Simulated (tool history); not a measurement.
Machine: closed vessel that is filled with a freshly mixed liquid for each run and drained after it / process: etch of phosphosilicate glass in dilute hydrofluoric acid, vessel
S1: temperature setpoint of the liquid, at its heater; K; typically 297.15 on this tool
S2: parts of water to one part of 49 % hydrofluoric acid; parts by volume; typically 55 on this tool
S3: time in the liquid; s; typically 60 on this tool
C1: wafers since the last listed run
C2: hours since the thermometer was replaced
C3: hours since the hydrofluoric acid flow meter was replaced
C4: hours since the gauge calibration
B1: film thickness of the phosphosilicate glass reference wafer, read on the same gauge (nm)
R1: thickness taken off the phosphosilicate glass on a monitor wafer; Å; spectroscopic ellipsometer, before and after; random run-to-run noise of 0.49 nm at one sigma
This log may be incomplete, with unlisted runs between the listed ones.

{"run": 1, "day": 0.0, "S1": 297.15, "S2": 55, "S3": 60, "C1": 0, "C2": 1321.3, "C3": 1021.1, "C4": 333.6, "B1": 139.97, "R1": 1322.2}
{"run": 2, "day": 2.267, "S1": 297.15, "S2": 55, "S3": 60, "C1": 6524, "C2": 1375.7, "C3": 1075.5, "C4": 388, "B1": 139.99, "R1": 1324.8}
{"run": 3, "day": 3.354, "S1": 297.15, "S2": 55, "S3": 60, "C1": 3130, "C2": 1401.8, "C3": 1101.6, "C4": 414.1, "B1": 140, "R1": 1324.9}
{"run": 4, "day": 5.012, "S1": 295.15, "S2": 55, "S3": 60, "C1": 4773, "C2": 1441.6, "C3": 1141.4, "C4": 453.9, "B1": 140, "R1": 1211.8}
{"run": 5, "day": 7.888, "S1": 297.15, "S2": 55, "S3": 85, "C1": 8274, "C2": 1510.6, "C3": 1210.4, "C4": 522.9, "B1": 140, "R1": 1842.9}
{"run": 6, "day": 10.058, "S1": 297.15, "S2": 55, "S3": 85, "C1": 6248, "C2": 1562.7, "C3": 1262.5, "C4": 575, "B1": 140.02, "R1": 1836.3}
{"run": 7, "day": 12.075, "S1": 297.15, "S2": 55, "S3": 85, "C1": 5804, "C2": 1611.1, "C3": 1310.9, "C4": 623.4, "B1": 139.99, "R1": 1843.1}
{"day": 13.192, "done": "hydrofluoric acid flow meter replaced"}
{"day": 13.821, "done": "thermometer replaced"}
{"run": 8, "day": 13.842, "S1": 301.65, "S2": 80, "S3": 80, "C1": 4845, "C2": 0.5, "C3": 15.6, "C4": 665.8, "B1": 140.04, "R1": 1543.5}
{"run": 9, "day": 16.35, "S1": 300.65, "S2": 85, "S3": 75, "C1": 7219, "C2": 60.7, "C3": 75.8, "C4": 726, "B1": 139.99, "R1": 1296.7}
{"day": 17.1, "done": "gauge calibrated"}
{"run": 10, "day": 18.612, "S1": 298.65, "S2": 35, "S3": 60, "C1": 6512, "C2": 115, "C3": 130.1, "C4": 36.3, "B1": 140, "R1": 2483.2}
{"run": 11, "day": 20.25, "S1": 294.15, "S2": 55, "S3": 60, "C1": 4713, "C2": 154.3, "C3": 169.4, "C4": 75.6, "B1": 139.99, "R1": 1270.3}
{"run": 12, "day": 21.696, "S1": 297.15, "S2": 55, "S3": 60, "C1": 4161, "C2": 189, "C3": 204.1, "C4": 110.3, "B1": 140.01, "R1": 1430.1}
{"run": 13, "day": 24.029, "S1": 297.15, "S2": 30, "S3": 60, "C1": 6715, "C2": 245, "C3": 260.1, "C4": 166.3, "B1": 139.98, "R1": 2716.2}
{"run": 14, "day": 26.346, "S1": 297.15, "S2": 55, "S3": 60, "C1": 6667, "C2": 300.6, "C3": 315.7, "C4": 221.9, "B1": 140, "R1": 1424.8}
{"run": 15, "day": 27.896, "S1": 295.15, "S2": 55, "S3": 30, "C1": 4461, "C2": 337.8, "C3": 352.9, "C4": 259.1, "B1": 140.02, "R1": 651.3}

Results per run with the tool's hidden condition removed, run-to-run variation unchanged:
Hidden conditions of the tool in this case: liquid colder than its thermometer reads (K); hydrofluoric acid flow below the setpoint (%); gauge reads high (%).
run=1 R1=1474.9
run=2 R1=1484.3
run=3 R1=1487.7
run=4 R1=1367
run=5 R1=2089
run=6 R1=2091.6
run=7 R1=2107.6
run=8 R1=1565.1
run=9 R1=1321.9
run=10 R1=2543.6
run=11 R1=1306.3
run=12 R1=1474.2
run=13 R1=2814.1
run=14 R1=1482.6
run=15 R1=680.3
